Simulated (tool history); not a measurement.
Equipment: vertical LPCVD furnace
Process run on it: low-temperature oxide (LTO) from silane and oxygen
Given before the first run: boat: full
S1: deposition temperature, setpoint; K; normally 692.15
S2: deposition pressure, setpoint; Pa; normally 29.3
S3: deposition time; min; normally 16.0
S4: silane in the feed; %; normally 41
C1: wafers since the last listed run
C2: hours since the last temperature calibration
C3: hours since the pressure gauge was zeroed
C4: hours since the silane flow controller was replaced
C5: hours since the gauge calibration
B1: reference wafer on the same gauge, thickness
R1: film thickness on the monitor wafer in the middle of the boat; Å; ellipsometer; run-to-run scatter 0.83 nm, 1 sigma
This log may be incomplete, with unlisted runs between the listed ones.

run	hour	S1	S2	S3	S4	C1	C2	C3	C4	C5	B1	R1
1	0.0	692.15	29.3	16.0	41	0	2128.5	1093.9	2024.4	287.9	154.99	1747.5
2	47.9	692.15	29.3	14.0	41	1222	2176.4	1141.8	2072.3	335.8	154.88	1518.6
3	74.1	692.15	29.3	14.0	41	668	2202.6	1168.0	2098.5	362.0	154.99	1514.1
4	140.1	692.15	29.3	14.0	41	1684	2268.6	1234.0	2164.5	428.0	154.94	1532.5
5	217.5	692.15	29.3	16.0	41	1975	2346.0	1311.4	2241.9	505.4	154.96	1744.2
6	242.2	692.15	29.3	16.0	41	630	2370.7	1336.1	2266.6	530.1	155.02	1750.5
7	288.5	692.15	29.3	16.0	41	1181	2417.0	1382.4	2312.9	576.4	155.07	1759.8
8	350.9	692.15	29.3	16.0	41	1592	2479.4	1444.8	2375.3	638.8	155.06	1761.5
9	408.4	692.15	29.3	16.0	41	1467	2536.9	1502.3	2432.8	696.3	154.87	1745.1
10	445.5	692.15	29.3	16.0	41	946	2574.0	1539.4	2469.9	733.4	155.05	1741.8
11	497.6	696.15	27.3	13.5	41	1329	2626.1	1591.5	2522.0	785.5	155.00	1436.5
12	529.9	692.15	29.3	16.0	41	824	2658.4	1623.8	2554.3	817.8	154.89	1749.8
# hour 578.5: thermocouples replaced and temperature profile calibrated
13	588.2	692.15	29.3	16.0	41	875	9.7	1682.1	2612.6	876.1	154.93	1806.6

Run 14 comes next. What will it give?
# hour 693.5: pressure gauge zeroed
# hour 799.1: thermocouples replaced and temperature profile calibrated, repeated, since the last time left the tool worse
14	799.6	685.15	22.0	12.0	37	4170	0.5	106.1	2824.0	1087.5	?	?

{"run 14": {"B1": 155.04, "R1": 792.5}}
With no hidden state in the tool, this same run would have given R1 792.5 Å.
